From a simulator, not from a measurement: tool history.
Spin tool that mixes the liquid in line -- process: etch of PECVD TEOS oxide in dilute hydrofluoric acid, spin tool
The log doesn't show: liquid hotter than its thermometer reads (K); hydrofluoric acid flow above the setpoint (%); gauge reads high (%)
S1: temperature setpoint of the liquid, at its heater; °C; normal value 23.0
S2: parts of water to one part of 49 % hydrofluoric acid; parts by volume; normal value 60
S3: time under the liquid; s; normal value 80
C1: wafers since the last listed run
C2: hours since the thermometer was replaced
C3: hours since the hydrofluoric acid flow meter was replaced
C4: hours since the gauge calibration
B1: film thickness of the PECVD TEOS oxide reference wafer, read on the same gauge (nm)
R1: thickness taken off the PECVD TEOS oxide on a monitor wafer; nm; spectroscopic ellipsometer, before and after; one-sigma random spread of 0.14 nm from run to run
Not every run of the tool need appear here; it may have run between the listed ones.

run 1 day=0.000 | S1=23.0 S2=80 S3=40 | C1=0 C2=869.3 C3=79.5 C4=569.6 | B1=99.99 | R1=8.03
run 2 day=1.621 | S1=23.0 S2=60 S3=80 | C1=496 C2=908.2 C3=118.4 C4=608.5 | B1=99.98 | R1=21.87
run 3 day=4.225 | S1=23.0 S2=60 S3=80 | C1=797 C2=970.7 C3=180.9 C4=671.0 | B1=99.98 | R1=22.09
run 4 day=6.225 | S1=23.0 S2=60 S3=80 | C1=612 C2=1018.7 C3=228.9 C4=719.0 | B1=99.97 | R1=21.88
run 5 day=8.508 | S1=23.0 S2=60 S3=80 | C1=699 C2=1073.5 C3=283.7 C4=773.8 | B1=100.04 | R1=22.06
run 6 day=10.350 | S1=23.0 S2=60 S3=80 | C1=564 C2=1117.7 C3=327.9 C4=818.0 | B1=100.01 | R1=22.03
run 7 day=13.262 | S1=23.0 S2=60 S3=105 | C1=892 C2=1187.6 C3=397.8 C4=887.9 | B1=99.93 | R1=28.57
run 8 day=17.396 | S1=23.0 S2=60 S3=80 | C1=1266 C2=1286.8 C3=497.0 C4=987.1 | B1=99.99 | R1=21.99
run 9 day=20.938 | S1=23.0 S2=60 S3=80 | C1=1085 C2=1371.8 C3=582.0 C4=1072.1 | B1=99.98 | R1=22.13
run 10 day=23.325 | S1=23.0 S2=60 S3=80 | C1=731 C2=1429.1 C3=639.3 C4=1129.4 | B1=100.01 | R1=22.12
run 11 day=25.321 | S1=23.0 S2=50 S3=80 | C1=611 C2=1477.0 C3=687.2 C4=1177.3 | B1=99.99 | R1=26.69
run 12 day=27.254 | S1=23.0 S2=50 S3=80 | C1=592 C2=1523.4 C3=733.6 C4=1223.7 | B1=100.05 | R1=26.91
run 13 day=29.629 | S1=23.0 S2=40 S3=80 | C1=727 C2=1580.4 C3=790.6 C4=1280.7 | B1=100.02 | R1=34.14
run 14 day=39.546 | S1=19.5 S2=60 S3=80 | C1=3038 C2=1818.4 C3=1028.6 C4=1518.7 | B1=100.05 | R1=19.07
run 15 day=42.404 | S1=23.0 S2=60 S3=80 | C1=875 C2=1887.0 C3=1097.2 C4=1587.3 | B1=100.04 | R1=22.43
run 16 day=46.217 | S1=26.5 S2=85 S3=130 | C1=1168 C2=1978.5 C3=1188.7 C4=1678.8 | B1=100.01 | R1=28.36
-- day=48.612 thermometer replaced
run 17 day=50.117 | S1=20.5 S2=50 S3=35 | C1=1182 C2=36.1 C3=1282.3 C4=1772.4 | B1=100.01 | R1=10.39
-- day=53.367 hydrofluoric acid flow meter replaced
-- day=59.600 gauge calibrated
run 18 day=63.517 | S1=23.0 S2=60 S3=110 | C1=4093 C2=357.7 C3=243.6 C4=94.0 | B1=100.00 | R1=29.78
run 19 day=67.542 | S1=23.0 S2=45 S3=120 | C1=1233 C2=454.3 C3=340.2 C4=190.6 | B1=99.97 | R1=44.44
run 20 day=71.325 | S1=25.0 S2=60 S3=80 | C1=1159 C2=545.1 C3=431.0 C4=281.4 | B1=99.99 | R1=23.72
run 21 day=75.288 | S1=23.0 S2=60 S3=80 | C1=1214 C2=640.2 C3=526.1 C4=376.5 | B1=99.97 | R1=21.56
run 22 day=77.592 | S1=23.0 S2=35 S3=80 | C1=706 C2=695.5 C3=581.4 C4=431.8 | B1=99.99 | R1=38.33
run 23 day=79.496 | S1=26.0 S2=35 S3=100 | C1=583 C2=741.2 C3=627.1 C4=477.5 | B1=99.98 | R1=54.82
run 24 day=81.096 | S1=20.5 S2=45 S3=80 | C1=490 C2=779.6 C3=665.5 C4=515.9 | B1=100.02 | R1=26.64
run 25 day=83.217 | S1=23.0 S2=60 S3=80 | C1=649 C2=830.5 C3=716.4 C4=566.8 | B1=100.03 | R1=21.55
run 26 day=86.025 | S1=21.0 S2=40 S3=60 | C1=860 C2=897.9 C3=783.8 C4=634.2 | B1=99.98 | R1=23.22
run 27 day=87.550 | S1=26.0 S2=60 S3=80 | C1=467 C2=934.5 C3=820.4 C4=670.8 | B1=100.04 | R1=24.83
run 28 day=90.142 | S1=27.5 S2=60 S3=80 | C1=794 C2=996.7 C3=882.6 C4=733.0 | B1=100.01 | R1=26.32

Some steps in R1 between neighbouring runs. How much of each would the tool show without its hidden state too (settings, what came in, random variation), and how much is left for the hidden state, with any gauge scatter that isn't in both results?
Run 13 -> 14: S1 23.0 -> 19.5, S2 40 -> 60. R1 -15.07 nm: hidden state -0.31, all else -14.76.
Run 16 -> 17: S1 26.5 -> 20.5, S2 85 -> 50, S3 130 -> 35, thermometer replaced. R1 -17.97 nm: hidden state -0.83, all else -17.14.
Run 19 -> 20: S1 23.0 -> 25.0, S2 45 -> 60, S3 120 -> 80. R1 -20.72 nm: hidden state -0.14, all else -20.58.
Run 23 -> 24: S1 26.0 -> 20.5, S2 35 -> 45, S3 100 -> 80. R1 -28.18 nm: hidden state -0.29, all else -27.89.
